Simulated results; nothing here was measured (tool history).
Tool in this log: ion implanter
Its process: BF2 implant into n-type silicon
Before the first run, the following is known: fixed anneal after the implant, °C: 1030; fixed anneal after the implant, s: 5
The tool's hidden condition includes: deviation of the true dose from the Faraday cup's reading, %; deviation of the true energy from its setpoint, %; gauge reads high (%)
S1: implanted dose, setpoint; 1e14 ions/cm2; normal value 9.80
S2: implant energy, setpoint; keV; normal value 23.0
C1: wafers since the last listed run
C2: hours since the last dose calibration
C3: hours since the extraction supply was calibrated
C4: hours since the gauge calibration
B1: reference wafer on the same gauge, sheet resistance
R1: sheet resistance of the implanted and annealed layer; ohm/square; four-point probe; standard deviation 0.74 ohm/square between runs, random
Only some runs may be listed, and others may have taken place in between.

run   hour     S1    S2   C1      C2      C3     C4      B1      R1
  1    0.0   9.80  23.0    0  1920.8  7579.2    5.4  159.05  191.91
  2   15.5   9.80  23.0  272  1936.3  7594.7   20.9  159.03  191.67
  3   27.0   9.80  23.0  201  1947.8  7606.2   32.4  158.97  192.19
  4   43.6   9.80  23.0  291  1964.4  7622.8   49.0  159.15  192.52
  5   53.6   9.80  23.0  175  1974.4  7632.8   59.0  158.95  191.69
  6   65.2   9.80  24.5  203  1986.0  7644.4   70.6  159.05  185.76
  7   74.6   9.80  24.5  165  1995.4  7653.8   80.0  159.01  187.51
  8   90.8   9.80  23.0  284  2011.6  7670.0   96.2  159.01  192.01
  9  106.4   9.80  23.0  273  2027.2  7685.6  111.8  159.01  192.10
 10  124.1   9.15  23.0  310  2044.9  7703.3  129.5  158.90  196.74
 11  141.7   9.15  23.0  308  2062.5  7720.9  147.1  159.07  197.88
 12  151.8   9.15  23.0  177  2072.6  7731.0  157.2  158.91  197.35
 13  166.0  10.90  25.5  249  2086.8  7745.2  171.4  158.98  177.37
 14  184.7  12.73  18.0  328  2105.5  7763.9  190.1  158.93  204.60
     187.6  -- gauge calibrated
 15  192.8  11.75  16.5  142  2113.6  7772.0    5.2  159.06  215.74
 16  209.1   7.11  28.0  286  2129.9  7788.3   21.5  159.01  207.23
     225.2  -- Faraday cup replaced and dose calibrated
     226.3  -- extraction supply calibrated
 17  226.8   9.80  23.0  151     1.6     0.5   39.2  159.09  192.22
 18  231.7  11.37  25.5   86     6.5     5.4   44.1  159.04  174.87
 19  237.9  11.41  29.5  108    12.7    11.6   50.3  159.06  162.40
 20  247.2   9.80  23.0  163    22.0    20.9   59.6  159.06  192.50
 21  253.6  11.29  19.0  112    28.4    27.3   66.0  158.90  202.71
 22  264.3  11.01  27.5  187    39.1    38.0   76.7  159.12  169.55
 23  278.8  12.74  26.5  254    53.6    52.5   91.2  159.05  165.81
 24  291.1   9.80  23.0  215    65.9    64.8  103.5  158.93  192.81
 25  308.3  12.42  23.0  301    83.1    82.0  120.7  158.85  179.99

Describe how what the log doesn't record of the tool's condition differs between the last listed run preceding each entry between runs and the first listed run following it.
After run 14, before run 15: gauge calibrated (hour 187.6)
  no difference in the tool's unlogged condition between these two runs
After run 16, before run 17: Faraday cup replaced and dose calibrated (hour 225.2); extraction supply calibrated (hour 226.3)
  no difference in the tool's unlogged condition between these two runs
